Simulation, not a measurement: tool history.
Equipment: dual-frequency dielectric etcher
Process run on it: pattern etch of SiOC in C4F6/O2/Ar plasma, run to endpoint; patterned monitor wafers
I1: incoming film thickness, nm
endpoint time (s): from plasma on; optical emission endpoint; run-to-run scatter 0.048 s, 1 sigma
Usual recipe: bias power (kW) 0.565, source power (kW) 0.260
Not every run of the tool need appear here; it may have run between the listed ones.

run 1 hour=0.0 | bias_power_(kW)=0.477 source_power_(kW)=0.260 | I1=32.37 | endpoint_time_(s)=12.0
run 2 hour=32.1 | bias_power_(kW)=0.477 source_power_(kW)=0.260 | I1=32.08 | endpoint_time_(s)=12.0
run 3 hour=47.2 | bias_power_(kW)=0.565 source_power_(kW)=0.240 | I1=32.25 | endpoint_time_(s)=11.7
run 4 hour=114.1 | bias_power_(kW)=0.565 source_power_(kW)=0.260 | I1=32.42 | endpoint_time_(s)=11.5
run 5 hour=145.1 | bias_power_(kW)=0.655 source_power_(kW)=0.260 | I1=32.50 | endpoint_time_(s)=11.0
run 6 hour=177.7 | bias_power_(kW)=0.655 source_power_(kW)=0.260 | I1=32.19 | endpoint_time_(s)=10.7
run 7 hour=196.0 | bias_power_(kW)=0.655 source_power_(kW)=0.260 | I1=32.34 | endpoint_time_(s)=10.9
-- hour=229.5 upper electrode replaced
run 8 hour=230.0 | bias_power_(kW)=0.565 source_power_(kW)=0.260 | I1=32.52 | endpoint_time_(s)=11.4
run 9 hour=236.7 | bias_power_(kW)=0.565 source_power_(kW)=0.260 | I1=32.38 | endpoint_time_(s)=11.4
run 10 hour=255.1 | bias_power_(kW)=0.565 source_power_(kW)=0.260 | I1=32.48 | endpoint_time_(s)=11.3
run 11 hour=288.1 | bias_power_(kW)=0.565 source_power_(kW)=0.210 | I1=32.06 | endpoint_time_(s)=11.8
-- hour=329.8 wet clean of the chamber
run 12 hour=330.3 | bias_power_(kW)=0.565 source_power_(kW)=0.210 | I1=32.39 | endpoint_time_(s)=12.2
run 13 hour=330.6 | bias_power_(kW)=0.565 source_power_(kW)=0.210 | I1=32.23 | endpoint_time_(s)=12.3
run 14 hour=345.6 | bias_power_(kW)=0.565 source_power_(kW)=0.290 | I1=32.36 | endpoint_time_(s)=11.4
run 15 hour=380.7 | bias_power_(kW)=0.565 source_power_(kW)=0.290 | I1=32.16 | endpoint_time_(s)=11.3
run 16 hour=413.4 | bias_power_(kW)=0.565 source_power_(kW)=0.290 | I1=32.33 | endpoint_time_(s)=11.3
run 17 hour=443.8 | bias_power_(kW)=0.565 source_power_(kW)=0.260 | I1=31.98 | endpoint_time_(s)=11.6
-- hour=453.8 source power generator calibrated
run 18 hour=465.3 | bias_power_(kW)=0.438 source_power_(kW)=0.210 | I1=32.53 | endpoint_time_(s)=13.2
run 19 hour=477.6 | bias_power_(kW)=0.565 source_power_(kW)=0.230 | I1=32.50 | endpoint_time_(s)=12.1
run 20 hour=506.2 | bias_power_(kW)=0.565 source_power_(kW)=0.260 | I1=32.27 | endpoint_time_(s)=11.5
run 21 hour=528.3 | bias_power_(kW)=0.565 source_power_(kW)=0.260 | I1=32.30 | endpoint_time_(s)=11.5
run 22 hour=542.3 | bias_power_(kW)=0.623 source_power_(kW)=0.240 | I1=32.47 | endpoint_time_(s)=11.5
run 23 hour=562.7 | bias_power_(kW)=0.565 source_power_(kW)=0.260 | I1=31.96 | endpoint_time_(s)=11.4
run 24 hour=583.8 | bias_power_(kW)=0.565 source_power_(kW)=0.260 | I1=32.15 | endpoint_time_(s)=11.5
run 25 hour=618.9 | bias_power_(kW)=0.493 source_power_(kW)=0.260 | I1=31.91 | endpoint_time_(s)=11.7
run 26 hour=653.9 | bias_power_(kW)=0.632 source_power_(kW)=0.280 | I1=32.24 | endpoint_time_(s)=10.9
-- hour=676.7 bias power generator calibrated
run 27 hour=686.7 | bias_power_(kW)=0.565 source_power_(kW)=0.260 | I1=32.04 | endpoint_time_(s)=11.4
run 28 hour=718.4 | bias_power_(kW)=0.565 source_power_(kW)=0.260 | I1=32.34 | endpoint_time_(s)=11.5
run 29 hour=745.4 | bias_power_(kW)=0.642 source_power_(kW)=0.280 | I1=32.40 | endpoint_time_(s)=10.8
run 30 hour=760.8 | bias_power_(kW)=0.602 source_power_(kW)=0.290 | I1=32.39 | endpoint_time_(s)=11.0
run 31 hour=786.2 | bias_power_(kW)=0.611 source_power_(kW)=0.300 | I1=32.12 | endpoint_time_(s)=10.6
run 32 hour=812.7 | bias_power_(kW)=0.565 source_power_(kW)=0.310 | I1=32.04 | endpoint_time_(s)=10.8
run 33 hour=847.5 | bias_power_(kW)=0.449 source_power_(kW)=0.290 | I1=32.38 | endpoint_time_(s)=11.8
run 34 hour=866.9 | bias_power_(kW)=0.436 source_power_(kW)=0.210 | I1=32.42 | endpoint_time_(s)=12.9

Forecast each of these 5 alternatives for the next run:
run A hour=867.3 | bias_power_(kW)=0.565 source_power_(kW)=0.260 | I1=32.23 | endpoint_time_(s)=?
run B hour=867.3 | bias_power_(kW)=0.654 source_power_(kW)=0.280 | I1=32.23 | endpoint_time_(s)=?
run C hour=867.3 | bias_power_(kW)=0.687 source_power_(kW)=0.220 | I1=32.23 | endpoint_time_(s)=?
run D hour=867.3 | bias_power_(kW)=0.510 source_power_(kW)=0.300 | I1=32.23 | endpoint_time_(s)=?
run E hour=867.3 | bias_power_(kW)=0.442 source_power_(kW)=0.240 | I1=32.23 | endpoint_time_(s)=?

run=A endpoint_time_(s)=11.3
run=B endpoint_time_(s)=10.6
run=C endpoint_time_(s)=11.1
run=D endpoint_time_(s)=11.2
run=E endpoint_time_(s)=12.3
The same runs, with their run-to-run variation unchanged, on a tool lacking any hidden condition would have given:
run=A endpoint_time_(s)=11.6
run=B endpoint_time_(s)=10.9
run=C endpoint_time_(s)=11.4
run=D endpoint_time_(s)=11.5
run=E endpoint_time_(s)=12.7

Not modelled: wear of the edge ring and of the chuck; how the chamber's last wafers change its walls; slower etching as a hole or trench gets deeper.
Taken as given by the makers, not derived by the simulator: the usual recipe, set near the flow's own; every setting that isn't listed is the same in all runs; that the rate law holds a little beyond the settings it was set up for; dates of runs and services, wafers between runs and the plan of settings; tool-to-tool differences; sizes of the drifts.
